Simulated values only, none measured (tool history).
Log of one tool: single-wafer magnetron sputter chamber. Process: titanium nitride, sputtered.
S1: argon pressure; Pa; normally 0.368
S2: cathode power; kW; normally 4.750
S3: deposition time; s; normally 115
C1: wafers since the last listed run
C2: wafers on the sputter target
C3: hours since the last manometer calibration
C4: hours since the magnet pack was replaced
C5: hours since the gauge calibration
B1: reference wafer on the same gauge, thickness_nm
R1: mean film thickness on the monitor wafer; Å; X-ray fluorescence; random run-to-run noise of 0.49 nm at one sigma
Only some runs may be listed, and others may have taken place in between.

{"run": 1, "hour": 0.0, "S1": 0.368, "S2": 4.75, "S3": 115, "C1": 0, "C2": 413, "C3": 1542.7, "C4": 3149.8, "C5": 1361.6, "B1": 87.738, "R1": 985.45}
{"run": 2, "hour": 49.8, "S1": 0.368, "S2": 4.75, "S3": 115, "C1": 723, "C2": 1137, "C3": 1592.5, "C4": 3199.6, "C5": 1411.4, "B1": 87.691, "R1": 976.1}
{"run": 3, "hour": 89.6, "S1": 0.368, "S2": 4.75, "S3": 115, "C1": 578, "C2": 1715, "C3": 1632.3, "C4": 3239.4, "C5": 1451.2, "B1": 87.74, "R1": 980.39}
{"run": 4, "hour": 182.8, "S1": 0.368, "S2": 4.75, "S3": 115, "C1": 1354, "C2": 3069, "C3": 1725.5, "C4": 3332.6, "C5": 1544.4, "B1": 87.846, "R1": 969.29}
{"run": 5, "hour": 262.5, "S1": 0.368, "S2": 4.75, "S3": 115, "C1": 1157, "C2": 4227, "C3": 1805.2, "C4": 3412.3, "C5": 1624.1, "B1": 87.654, "R1": 962.74}
{"run": 6, "hour": 318.0, "S1": 0.368, "S2": 4.75, "S3": 115, "C1": 806, "C2": 5033, "C3": 1860.7, "C4": 3467.8, "C5": 1679.6, "B1": 87.808, "R1": 956.88}
{"run": 7, "hour": 369.2, "S1": 0.273, "S2": 4.75, "S3": 115, "C1": 743, "C2": 5777, "C3": 1911.9, "C4": 3519.0, "C5": 1730.8, "B1": 87.706, "R1": 995.41}
{"run": 8, "hour": 412.8, "S1": 0.368, "S2": 4.75, "S3": 115, "C1": 633, "C2": 6410, "C3": 1955.5, "C4": 3562.6, "C5": 1774.4, "B1": 87.743, "R1": 941.3}
{"hour": 521.4, "done": "sputter target and shields replaced"}
{"run": 9, "hour": 717.9, "S1": 0.368, "S2": 4.75, "S3": 115, "C1": 4316, "C2": 2854, "C3": 2260.6, "C4": 3867.7, "C5": 2079.5, "B1": 87.771, "R1": 967.89}
{"run": 10, "hour": 763.2, "S1": 0.368, "S2": 5.4, "S3": 115, "C1": 658, "C2": 3513, "C3": 2305.9, "C4": 3913.0, "C5": 2124.8, "B1": 87.935, "R1": 1099.58}
{"run": 11, "hour": 855.6, "S1": 0.368, "S2": 5.4, "S3": 115, "C1": 1342, "C2": 4855, "C3": 2398.3, "C4": 4005.4, "C5": 2217.2, "B1": 87.773, "R1": 1086.15}
{"run": 12, "hour": 922.9, "S1": 0.368, "S2": 4.75, "S3": 115, "C1": 977, "C2": 5833, "C3": 2465.6, "C4": 4072.7, "C5": 2284.5, "B1": 87.602, "R1": 953.81}
{"run": 13, "hour": 974.5, "S1": 0.368, "S2": 4.75, "S3": 115, "C1": 749, "C2": 6582, "C3": 2517.2, "C4": 4124.3, "C5": 2336.1, "B1": 87.942, "R1": 950.0}
{"hour": 1019.9, "done": "sputter target and shields replaced"}
{"run": 14, "hour": 1036.9, "S1": 0.368, "S2": 4.75, "S3": 125, "C1": 790, "C2": 246, "C3": 2579.6, "C4": 4186.7, "C5": 2398.5, "B1": 87.878, "R1": 1062.36}
{"run": 15, "hour": 1108.3, "S1": 0.368, "S2": 4.75, "S3": 125, "C1": 1037, "C2": 1283, "C3": 2651.0, "C4": 4258.1, "C5": 2469.9, "B1": 87.859, "R1": 1045.53}
{"run": 16, "hour": 1148.0, "S1": 0.368, "S2": 4.75, "S3": 115, "C1": 576, "C2": 1860, "C3": 2690.7, "C4": 4297.8, "C5": 2509.6, "B1": 87.702, "R1": 974.1}
{"hour": 1236.6, "done": "gauge calibrated"}
{"run": 17, "hour": 1254.8, "S1": 0.368, "S2": 4.75, "S3": 115, "C1": 1551, "C2": 3412, "C3": 2797.5, "C4": 4404.6, "C5": 18.2, "B1": 87.768, "R1": 957.51}
{"hour": 1321.0, "done": "magnet pack replaced"}
{"run": 18, "hour": 1339.4, "S1": 0.368, "S2": 4.75, "S3": 115, "C1": 1112, "C2": 4525, "C3": 2882.1, "C4": 18.4, "C5": 102.8, "B1": 88.006, "R1": 959.83}
{"run": 19, "hour": 1431.0, "S1": 0.368, "S2": 4.75, "S3": 115, "C1": 1330, "C2": 5855, "C3": 2973.7, "C4": 110.0, "C5": 194.4, "B1": 87.894, "R1": 949.53}
{"run": 20, "hour": 1532.2, "S1": 0.406, "S2": 3.7, "S3": 129, "C1": 1470, "C2": 7326, "C3": 3074.9, "C4": 211.2, "C5": 295.6, "B1": 87.898, "R1": 806.14}
{"hour": 1576.5, "done": "sputter target and shields replaced"}
{"hour": 1620.7, "done": "capacitance manometer re-zeroed and calibrated"}
{"run": 21, "hour": 1631.2, "S1": 0.368, "S2": 4.75, "S3": 138, "C1": 1205, "C2": 678, "C3": 10.5, "C4": 310.2, "C5": 394.6, "B1": 87.894, "R1": 1188.27}
{"run": 22, "hour": 1718.1, "S1": 0.298, "S2": 5.8, "S3": 137, "C1": 1262, "C2": 1941, "C3": 97.4, "C4": 397.1, "C5": 481.5, "B1": 87.708, "R1": 1485.69}
{"run": 23, "hour": 1761.1, "S1": 0.368, "S2": 4.75, "S3": 115, "C1": 624, "C2": 2566, "C3": 140.4, "C4": 440.1, "C5": 524.5, "B1": 87.797, "R1": 980.11}
{"run": 24, "hour": 1864.2, "S1": 0.512, "S2": 3.8, "S3": 133, "C1": 1497, "C2": 4063, "C3": 243.5, "C4": 543.2, "C5": 627.6, "B1": 87.821, "R1": 837.75}
{"run": 25, "hour": 1946.5, "S1": 0.486, "S2": 5.85, "S3": 121, "C1": 1195, "C2": 5259, "C3": 325.8, "C4": 625.5, "C5": 709.9, "B1": 87.839, "R1": 1184.43}
{"run": 26, "hour": 2005.1, "S1": 0.368, "S2": 5.85, "S3": 136, "C1": 851, "C2": 6110, "C3": 384.4, "C4": 684.1, "C5": 768.5, "B1": 87.897, "R1": 1387.88}
{"run": 27, "hour": 2107.1, "S1": 0.368, "S2": 4.75, "S3": 101, "C1": 1481, "C2": 7592, "C3": 486.4, "C4": 786.1, "C5": 870.5, "B1": 87.776, "R1": 840.98}
{"hour": 2197.5, "done": "sputter target and shields replaced"}
{"run": 28, "hour": 2253.2, "S1": 0.486, "S2": 5.85, "S3": 121, "C1": 2006, "C2": 808, "C3": 632.5, "C4": 932.2, "C5": 1016.6, "B1": 87.702, "R1": 1199.13}
{"run": 29, "hour": 2344.9, "S1": 0.312, "S2": 4.75, "S3": 115, "C1": 1332, "C2": 2141, "C3": 724.2, "C4": 1023.9, "C5": 1108.3, "B1": 87.961, "R1": 996.1}
{"run": 30, "hour": 2397.3, "S1": 0.429, "S2": 3.7, "S3": 106, "C1": 761, "C2": 2902, "C3": 776.6, "C4": 1076.3, "C5": 1160.7, "B1": 87.799, "R1": 675.61}
{"run": 31, "hour": 2454.7, "S1": 0.368, "S2": 4.75, "S3": 115, "C1": 833, "C2": 3736, "C3": 834.0, "C4": 1133.7, "C5": 1218.1, "B1": 87.644, "R1": 970.81}
{"run": 32, "hour": 2560.9, "S1": 0.368, "S2": 4.15, "S3": 115, "C1": 1542, "C2": 5279, "C3": 940.2, "C4": 1239.9, "C5": 1324.3, "B1": 87.801, "R1": 832.07}
{"run": 33, "hour": 2607.7, "S1": 0.483, "S2": 4.75, "S3": 115, "C1": 679, "C2": 5958, "C3": 987.0, "C4": 1286.7, "C5": 1371.1, "B1": 87.864, "R1": 904.3}
{"run": 34, "hour": 2690.5, "S1": 0.368, "S2": 5.6, "S3": 138, "C1": 1202, "C2": 7161, "C3": 1069.8, "C4": 1369.5, "C5": 1453.9, "B1": 87.912, "R1": 1336.82}
{"run": 35, "hour": 2796.0, "S1": 0.429, "S2": 3.6, "S3": 131, "C1": 1532, "C2": 8694, "C3": 1175.3, "C4": 1475.0, "C5": 1559.4, "B1": 87.856, "R1": 782.43}

What the log doesn't show, run by run:
gauge reads high (%): 0 on each run
H1: deposition rate above that of a new target (%)
H2: true argon pressure above the setpoint (%)
run=1 H1=-0.633 H2=5.45
run=2 H1=-1.03 H2=5.68
run=3 H1=-1.35 H2=5.86
run=4 H1=-2.09 H2=6.28
run=5 H1=-2.73 H2=6.65
run=6 H1=-3.17 H2=6.9
run=7 H1=-3.58 H2=7.13
run=8 H1=-3.93 H2=7.33
run=9 H1=-1.63 H2=8.72
run=10 H1=-1.99 H2=8.93
run=11 H1=-2.73 H2=9.35
run=12 H1=-3.27 H2=9.65
run=13 H1=-3.68 H2=9.89
run=14 H1=-0.319 H2=10.2
run=15 H1=-0.889 H2=10.5
run=16 H1=-1.21 H2=10.7
run=17 H1=-2.06 H2=11.2
run=18 H1=-2.74 H2=11.6
run=19 H1=-3.47 H2=12
run=20 H1=-4.28 H2=12.4
run=21 H1=-0.724 H2=1.09
run=22 H1=-1.42 H2=1.49
run=23 H1=-1.76 H2=1.68
run=24 H1=-2.59 H2=2.15
run=25 H1=-3.24 H2=2.53
run=26 H1=-3.71 H2=2.79
run=27 H1=-4.53 H2=3.26
run=28 H1=-0.991 H2=3.92
run=29 H1=-1.72 H2=4.34
run=30 H1=-2.14 H2=4.58
run=31 H1=-2.6 H2=4.84
run=32 H1=-3.45 H2=5.33
run=33 H1=-3.82 H2=5.54
run=34 H1=-4.48 H2=5.92
run=35 H1=-5.33 H2=6.4
